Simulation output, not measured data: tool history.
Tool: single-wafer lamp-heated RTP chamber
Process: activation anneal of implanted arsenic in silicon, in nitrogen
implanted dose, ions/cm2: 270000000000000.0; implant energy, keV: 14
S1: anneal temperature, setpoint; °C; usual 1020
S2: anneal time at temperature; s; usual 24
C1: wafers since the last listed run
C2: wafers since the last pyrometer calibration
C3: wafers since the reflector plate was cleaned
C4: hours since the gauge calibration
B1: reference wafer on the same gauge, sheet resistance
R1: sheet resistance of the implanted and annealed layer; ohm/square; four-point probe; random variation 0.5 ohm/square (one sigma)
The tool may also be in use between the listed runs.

run,day,S1,S2,C1,C2,C3,C4,B1,R1
1,0,1020,24,0,5040,10682,754.2,279.21,330.25
2,3.458,1020,32,928,5969,11610,837.2,278.95,327.08
# day 4.492: pyrometer window cleaned and pyrometer calibrated
3,7.779,1020,32,1070,883,12681,940.9,279.02,330.55
4,10.346,1030,20,689,1572,13370,1002.5,279.02,331.04
5,11.988,1027,27,440,2012,13810,1041.9,278.88,328.51
6,13.492,1027,27,403,2416,14214,1078,278.76,328.45
7,15.7,1020,24,592,3009,14807,1131,278.92,331.37
# day 16.692: reflector plate cleaned
8,17.771,1020,20,466,3476,289,1180.7,279.01,332.92
9,19.958,1020,20,587,4063,876,1233.2,279.17,332.52
# day 23.412: pyrometer window cleaned and pyrometer calibrated
10,23.433,1020,20,843,6,1720,1316.6,278.97,335.09
11,27.246,1020,24,1023,1029,2743,1408.1,278.95,332.5
12,31.592,1020,24,1166,2196,3910,1512.4,278.82,332.18
13,34.067,1020,24,664,2860,4575,1571.8,278.99,330.45
14,36.546,1020,24,665,3526,5240,1631.3,279.1,331.04
15,40.862,1020,24,1158,4685,6399,1734.9,279.11,331.4
# day 44.317: pyrometer window cleaned and pyrometer calibrated
16,44.662,1020,24,930,92,7330,1826.1,278.96,332.8
17,49.154,1045,10,1205,1298,8536,1933.9,278.95,334.32
18,51.558,991,17,645,1943,9181,1991.6,279.06,338.91
19,55.75,1020,24,1125,3069,10306,2092.2,279.05,331.11
# day 56.588: gauge calibrated
20,57.988,1000,31,600,3669,10907,33.6,279.05,334.35
21,61.829,1020,24,1031,4701,11938,125.8,279.03,331.03
# day 62.533: pyrometer window cleaned and pyrometer calibrated
22,65.512,1020,24,899,799,12838,214.2,278.9,332.46
# day 65.908: reflector plate cleaned
23,69.054,1036,24,861,1660,844,299.2,278.96,328.52
24,71.962,1020,10,780,2441,1625,369,279,339.24
25,74.567,1020,11,699,3140,2324,431.5,278.91,337.71
# day 82.633: pyrometer window cleaned and pyrometer calibrated
26,84.592,1045,10,2601,525,4926,672.1,279.04,335.27
27,86.221,1033,10,437,963,5363,711.2,278.97,337.42
28,90.554,1020,24,1163,2126,6526,815.2,279.04,331.44
29,94.271,1020,24,997,3124,7524,904.4,278.96,331.87
30,97.725,1036,34,927,4051,8452,987.3,279.02,322.4
# day 101.896: pyrometer window cleaned and pyrometer calibrated
31,101.988,1004,10,1054,24,9506,1089.6,279.03,341.77
32,104.7,992,16,728,752,10235,1154.7,278.98,339.15

The tool's hidden state at each run:
wafer temperature error from the tarnished reflector plate, K: 0 in every run
gauge reads high (%): 0 in every run
H1: true wafer temperature minus pyrometer reading, K
run,H1
1,11.9
2,12.2
3,5.34
4,7.74
5,8.88
6,9.71
7,10.6
8,11.3
9,11.8
10,1.03
11,6.28
12,9.63
13,10.8
14,11.6
15,12.5
16,1.39
17,7.05
18,8.87
19,10.9
20,11.5
21,12.3
22,4.87
23,8.13
24,9.8
25,10.8
26,3.42
27,5.39
28,8.85
29,10.5
30,11.4
31,1.53
32,5.51

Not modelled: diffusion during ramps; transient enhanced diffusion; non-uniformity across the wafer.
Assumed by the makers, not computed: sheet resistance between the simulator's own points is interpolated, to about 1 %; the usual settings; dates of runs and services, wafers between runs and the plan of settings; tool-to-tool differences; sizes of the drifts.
